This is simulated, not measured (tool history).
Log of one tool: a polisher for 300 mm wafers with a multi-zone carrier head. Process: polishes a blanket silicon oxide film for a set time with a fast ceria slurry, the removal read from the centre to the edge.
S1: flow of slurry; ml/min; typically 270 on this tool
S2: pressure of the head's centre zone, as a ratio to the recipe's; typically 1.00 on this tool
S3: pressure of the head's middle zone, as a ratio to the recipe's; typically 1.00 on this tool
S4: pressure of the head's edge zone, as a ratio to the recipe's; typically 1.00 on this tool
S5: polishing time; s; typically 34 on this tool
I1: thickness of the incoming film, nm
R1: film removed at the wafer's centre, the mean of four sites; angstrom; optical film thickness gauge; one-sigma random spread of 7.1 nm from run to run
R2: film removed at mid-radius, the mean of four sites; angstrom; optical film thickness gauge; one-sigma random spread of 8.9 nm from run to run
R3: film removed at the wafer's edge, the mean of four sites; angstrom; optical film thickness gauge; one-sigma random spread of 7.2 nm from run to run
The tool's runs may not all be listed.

Run 1, day 0.000: usual settings but S3 0.93; I1 1591.9. Result: R1 6061 angstrom, R2 6000 angstrom, R3 6263 angstrom.
Run 2, day 3.896: usual settings but S3 0.93; I1 1636.1. Result: R1 5796 angstrom, R2 5673 angstrom, R3 6038 angstrom.
Run 3, day 5.554: usual settings but S1 225 ml/min, S2 1.03, S3 0.94; I1 1631.3. Result: R1 5818 angstrom, R2 5579 angstrom, R3 5977 angstrom.
Run 4, day 7.138: usual settings but S1 325 ml/min, S5 30 s; I1 1594.4. Result: R1 5287 angstrom, R2 5466 angstrom, R3 5363 angstrom.
Run 5, day 10.942: usual settings but S1 360 ml/min, S2 1.10, S4 0.95, S5 38 s; I1 1617.8. Result: R1 7243 angstrom, R2 6795 angstrom, R3 6603 angstrom.
Run 6, day 13.817: usual settings but S2 1.04, S3 1.09, S4 0.90, S5 30 s; I1 1638.1. Result: R1 5153 angstrom, R2 5600 angstrom, R3 5048 angstrom.
Run 7, day 17.221: usual settings but S2 0.92, S4 0.88; I1 1611.2. Result: R1 5342 angstrom, R2 5866 angstrom, R3 5726 angstrom.
Run 8, day 18.733: usual settings but S3 1.05, S4 0.94, S5 27 s; I1 1631.4. Result: R1 4531 angstrom, R2 4761 angstrom, R3 4589 angstrom.
Run 9, day 22.638: usual settings; I1 1639.8. Result: R1 5624 angstrom, R2 5779 angstrom, R3 5925 angstrom.
Run 10, day 26.550: usual settings but S4 1.09; I1 1604.9. Result: R1 5575 angstrom, R2 5952 angstrom, R3 6025 angstrom.
Run 11, day 30.792: usual settings but S4 1.11; I1 1600.1. Result: R1 6011 angstrom, R2 6080 angstrom, R3 6475 angstrom.
Run 12, day 34.325: usual settings; I1 1634.5. Result: R1 5703 angstrom, R2 6076 angstrom, R3 6105 angstrom.
Run 13, day 37.938: usual settings but S1 200 ml/min, S4 0.96; I1 1650.9. Result: R1 5550 angstrom, R2 5677 angstrom, R3 5771 angstrom.
Run 14, day 41.925: usual settings but S1 360 ml/min, S2 1.09, S4 0.96, S5 31 s; I1 1605.6. Result: R1 5744 angstrom, R2 5408 angstrom, R3 5460 angstrom.
Run 15, day 45.338: usual settings but S1 345 ml/min, S2 0.89, S4 0.97; I1 1601.9. Result: R1 5295 angstrom, R2 5947 angstrom, R3 5780 angstrom.
Run 16, day 47.667: usual settings but S1 195 ml/min; I1 1623.0. Result: R1 5219 angstrom, R2 5530 angstrom, R3 5594 angstrom.
Run 17, day 50.808: usual settings but S1 225 ml/min, S2 0.93, S3 1.04, S4 1.09; I1 1635.6. Result: R1 5047 angstrom, R2 5767 angstrom, R3 5917 angstrom.
Run 18, day 55.054: usual settings; I1 1621.1. Result: R1 5645 angstrom, R2 5573 angstrom, R3 5845 angstrom.
Run 19, day 58.504: usual settings but S1 205 ml/min, S2 1.11, S4 0.96; I1 1602.2. Result: R1 6214 angstrom, R2 5801 angstrom, R3 5878 angstrom.
Run 20, day 61.058: usual settings but S2 0.88, S3 1.04; I1 1623.9. Result: R1 5225 angstrom, R2 6098 angstrom, R3 6086 angstrom.
Run 21, day 65.279: usual settings but S3 1.07; I1 1640.9. Result: R1 5712 angstrom, R2 6363 angstrom, R3 5978 angstrom.
Run 22, day 69.633: usual settings but S3 0.95, S5 27 s; I1 1609.1. Result: R1 4545 angstrom, R2 4459 angstrom, R3 4663 angstrom.
Run 23, day 71.717: usual settings but S4 0.93; I1 1610.6. Result: R1 5766 angstrom, R2 5890 angstrom, R3 5778 angstrom.

Removed from this log: 12 entries logged between the listed runs. Between which two listed runs does each belong, and how does the tool's hidden state at the listed run before it compare with that at the listed run after it?
Runs 1 to 2: slurry nozzle cleaned (day 2.992)
  removal rate lost through wear of the pad, %: 0.761 -> 3.22
  the result without the hidden state subtracted from the measured one, R1: -46 -> -193 angstrom; R2: -46 -> -189 angstrom; R3: -48 -> -201 angstrom
Runs 4 to 5: carrier head's membrane replaced by a new one (day 8.571); edge zone pressure recalibrated (day 10.338)
  removal rate lost through wear of the pad, %: 4.61 -> 5.73
  the result without the hidden state subtracted from the measured one, R1: -256 -> -440 angstrom; R2: -265 -> -413 angstrom; R3: -260 -> -401 angstrom
Runs 7 to 8: centre zone pressure recalibrated (day 18.254)
  removal rate lost through wear of the pad, %: 6.81 -> 6.98
  the result without the hidden state subtracted from the measured one, R1: -390 -> -340 angstrom; R2: -429 -> -357 angstrom; R3: -419 -> -344 angstrom
Runs 10 to 11: worn pad replaced by a new one (day 30.750)
  removal rate lost through wear of the pad, %: 7.52 -> 1.36
  the result without the hidden state subtracted from the measured one, R1: -453 -> -83 angstrom; R2: -484 -> -84 angstrom; R3: -490 -> -89 angstrom
Runs 11 to 12: slurry nozzle cleaned (day 33.571)
  removal rate lost through wear of the pad, %: 1.36 -> 3.79
  the result without the hidden state subtracted from the measured one, R1: -83 -> -225 angstrom; R2: -84 -> -239 angstrom; R3: -89 -> -241 angstrom
Runs 12 to 13: edge zone pressure recalibrated (day 37.183)
  removal rate lost through wear of the pad, %: 3.79 -> 5.48
  the result without the hidden state subtracted from the measured one, R1: -225 -> -321 angstrom; R2: -239 -> -330 angstrom; R3: -241 -> -335 angstrom
Runs 13 to 14: centre zone pressure recalibrated (day 41.904)
  removal rate lost through wear of the pad, %: 5.48 -> 6.72
  the result without the hidden state subtracted from the measured one, R1: -321 -> -414 angstrom; R2: -330 -> -390 angstrom; R3: -335 -> -394 angstrom
Runs 18 to 19: worn pad replaced by a new one (day 55.246)
  removal rate lost through wear of the pad, %: 8.46 -> 2.48
  the result without the hidden state subtracted from the measured one, R1: -522 -> -158 angstrom; R2: -515 -> -148 angstrom; R3: -540 -> -150 angstrom
Runs 19 to 20: slurry nozzle cleaned (day 59.588)
  removal rate lost through wear of the pad, %: 2.48 -> 3.79
  the result without the hidden state subtracted from the measured one, R1: -158 -> -206 angstrom; R2: -148 -> -240 angstrom; R3: -150 -> -239 angstrom
Runs 21 to 22: edge zone pressure recalibrated (day 68.575); centre zone pressure recalibrated (day 69.071)
  removal rate lost through wear of the pad, %: 5.29 -> 6.27
  the result without the hidden state subtracted from the measured one, R1: -319 -> -303 angstrom; R2: -355 -> -298 angstrom; R3: -334 -> -312 angstrom
